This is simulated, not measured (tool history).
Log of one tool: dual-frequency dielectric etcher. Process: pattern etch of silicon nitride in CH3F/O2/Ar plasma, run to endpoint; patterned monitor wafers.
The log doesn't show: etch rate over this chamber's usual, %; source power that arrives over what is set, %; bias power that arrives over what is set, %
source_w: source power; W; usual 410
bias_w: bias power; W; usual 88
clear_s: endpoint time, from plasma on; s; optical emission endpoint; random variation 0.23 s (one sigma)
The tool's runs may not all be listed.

run	hour	source_w	bias_w	wafers since the last listed run	hours since the last wet clean	hours since the last source power generator calibration	hours since the last bias power generator calibration	hours since the last upper electrode change	incoming incoming film thickness, nm	clear_s
1	0	340	88	0	363	2580.1	2984.4	3495.4	32.04	47.8
2	66.7	410	88	1291	429.7	2646.8	3051.1	3562.1	31.83	42.6
3	121.6	460	104	1062	484.6	2701.7	3106	3617	32.11	38.4
# hour 162: upper electrode replaced
4	184.4	460	104	751	547.4	2764.5	3168.8	22.4	32.35	38.8
# hour 231.5: wet clean of the chamber
5	237	460	104	553	5.5	2817.1	3221.4	75	32.11	38.2
6	296.9	410	88	1159	65.4	2877	3281.3	134.9	31.93	42.5
# hour 453.3: bias power generator calibrated
7	487.5	410	77	3612	256	3067.6	34.2	325.5	31.85	44
8	555.9	410	77	1324	324.4	3136	102.6	393.9	32.15	44.7
9	604.8	410	77	946	373.3	3184.9	151.5	442.8	32.38	44.8
10	633.3	410	88	551	401.8	3213.4	180	471.3	32.27	43.2
11	672.8	410	88	764	441.3	3252.9	219.5	510.8	32.24	43.3
12	715.3	460	88	822	483.8	3295.4	262	553.3	32.33	40.7
# hour 738.7: source power generator calibrated
13	750.2	460	88	598	518.7	11.5	296.9	588.2	32.26	39.2
14	789.2	310	88	754	557.7	50.5	335.9	627.2	31.88	49.1
# hour 830.2: wet clean of the chamber
15	830.7	490	96	338	0.5	92	377.4	668.7	32.24	37
16	888.7	450	75	1122	58.5	150	435.4	726.7	32.34	41.4
17	947.9	450	81	1145	117.7	209.2	494.6	785.9	32.22	41.1
18	985	450	79	718	154.8	246.3	531.7	823	32.46	41.3
19	1034.2	340	104	952	204	295.5	580.9	872.2	32.28	44.8
20	1066.7	410	88	629	236.5	328	613.4	904.7	32.42	42.1
21	1137	480	82	1360	306.8	398.3	683.7	975	32.39	39.5
22	1163.2	330	76	507	333	424.5	709.9	1001.2	32.4	50.2
23	1207.3	370	78	853	377.1	468.6	754	1045.3	31.99	45.9
24	1254.2	410	88	907	424	515.5	800.9	1092.2	32.48	42.6
25	1314.6	440	67	1169	484.4	575.9	861.3	1152.6	31.88	42.9
26	1359.8	410	88	874	529.6	621.1	906.5	1197.8	32.07	41.8
# hour 1396.5: wet clean of the chamber
27	1397	410	88	255	0.5	658.3	943.7	1235	32.02	41.7
28	1458	410	103	1180	61.5	719.3	1004.7	1296	32.16	40.4
29	1514.9	410	66	1101	118.4	776.2	1061.6	1352.9	31.9	44.2
30	1540.6	410	88	497	144.1	801.9	1087.3	1378.6	32.05	42
31	1583	450	81	820	186.5	844.3	1129.7	1421	32.2	40.7
32	1643.4	410	88	1169	246.9	904.7	1190.1	1481.4	31.93	41.9
33	1683.1	410	66	768	286.6	944.4	1229.8	1521.1	32.03	45.1
34	1730	380	88	907	333.5	991.3	1276.7	1568	32.24	44.1
35	1821.3	450	74	1767	424.8	1082.6	1368	1659.3	32.01	41.9

The same runs without the tool's hidden state, with the same run-to-run variation:
run	clear_s
1	46.5
2	41.4
3	37.4
4	37.8
5	37.1
6	41.3
7	42.6
8	43.3
9	43.4
10	41.9
11	41.9
12	39.4
13	39.2
14	49.1
15	36.9
16	41.3
17	41
18	41.2
19	44.6
20	42
21	39.4
22	50
23	45.7
24	42.3
25	42.7
26	41.5
27	41.4
28	40.1
29	43.9
30	41.7
31	40.3
32	41.5
33	44.7
34	43.7
35	41.5

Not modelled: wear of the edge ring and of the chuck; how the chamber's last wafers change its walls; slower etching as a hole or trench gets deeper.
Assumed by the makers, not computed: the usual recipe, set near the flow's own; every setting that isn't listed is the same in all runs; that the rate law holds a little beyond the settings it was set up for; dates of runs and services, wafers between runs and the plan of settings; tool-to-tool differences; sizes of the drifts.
